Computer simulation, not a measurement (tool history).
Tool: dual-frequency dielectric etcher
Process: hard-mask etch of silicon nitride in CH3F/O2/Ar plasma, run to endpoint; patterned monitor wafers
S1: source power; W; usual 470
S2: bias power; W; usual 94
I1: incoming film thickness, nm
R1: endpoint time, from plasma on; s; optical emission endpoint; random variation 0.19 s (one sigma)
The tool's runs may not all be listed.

run	hour	S1	S2	I1	R1
1	0.0	470	94	36.47	42.7
2	14.9	470	94	36.38	42.7
3	31.0	470	94	36.27	42.7
4	43.2	470	94	36.07	42.0
5	55.4	470	94	36.17	42.2
6	65.7	470	94	36.31	41.9
# hour 78.5: source power generator calibrated
7	79.1	470	94	36.45	42.5
# hour 91.5: bias power generator calibrated
# hour 114.2: wet clean of the chamber
8	114.7	470	94	36.37	44.7
9	115.0	470	94	36.71	45.4
# hour 163.4: upper electrode replaced, of another model than before
10	163.9	410	108	36.12	44.5
11	175.0	560	83	36.19	43.6

The next listed run, before its measurement:
12	188.7	470	94	36.11	?

R1: 44.0 s
Without the tool's hidden state the same run would have given R1 44.2 s.

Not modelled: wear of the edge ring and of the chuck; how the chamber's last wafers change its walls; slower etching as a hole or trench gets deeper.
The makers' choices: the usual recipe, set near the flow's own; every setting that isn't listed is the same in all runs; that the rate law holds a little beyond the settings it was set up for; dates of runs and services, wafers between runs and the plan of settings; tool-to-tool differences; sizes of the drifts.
